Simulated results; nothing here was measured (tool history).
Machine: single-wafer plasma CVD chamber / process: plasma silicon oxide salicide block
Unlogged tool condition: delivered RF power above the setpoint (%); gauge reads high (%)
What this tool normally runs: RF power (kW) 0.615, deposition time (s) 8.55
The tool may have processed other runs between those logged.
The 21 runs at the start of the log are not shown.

run,day,RF power (kW),deposition time (s),wafers since the last listed run,hours since the last RF generator calibration,hours since the showerhead was replaced,hours since the gauge calibration,"read-back reference wafer on the same gauge, thickness_nm",mean film thickness on the monitor wafer (Å)
22,76.604,0.615,7.44,4167,175.4,388.3,546.4,94.095,882.80
23,78.829,0.615,8.55,2757,228.8,441.7,599.8,93.970,1007.17
24,82.517,0.615,8.55,4570,317.3,530.2,688.3,93.968,1010.32
25,86.983,0.615,8.55,5536,424.5,637.4,795.5,94.060,1006.18
26,89.292,0.615,8.55,2861,479.9,692.8,850.9,93.937,995.10
27,91.558,0.655,10.10,2809,534.3,747.2,905.3,93.939,1201.09
28,94.025,0.720,8.55,3057,593.5,806.4,964.5,93.969,1057.31
29,98.488,0.615,8.55,5531,700.6,913.5,1071.6,93.968,1000.82
30,100.250,0.580,8.55,2184,742.9,955.8,1113.9,93.895,976.31
31,102.279,0.615,8.55,2515,791.6,1004.5,1162.6,93.929,990.40
32,104.175,0.615,8.55,2349,837.1,1050.0,1208.1,94.014,991.14
# day 106.875: RF generator calibrated
33,107.504,0.560,9.41,3713,15.1,1129.9,1288.0,93.986,1078.07
34,111.042,0.615,9.85,4384,100.0,1214.8,1372.9,94.068,1158.00

For run 35, what comes out?
35,113.717,0.655,7.98,3315,164.2,1279.0,1437.1,?,?

Run 35 gave read-back reference wafer on the same gauge, thickness_nm 93.946, mean film thickness on the monitor wafer (Å) 972.62.
Were there no unlogged condition in the tool, this run, its random variation unchanged, would have produced mean film thickness on the monitor wafer (Å) 974.94.

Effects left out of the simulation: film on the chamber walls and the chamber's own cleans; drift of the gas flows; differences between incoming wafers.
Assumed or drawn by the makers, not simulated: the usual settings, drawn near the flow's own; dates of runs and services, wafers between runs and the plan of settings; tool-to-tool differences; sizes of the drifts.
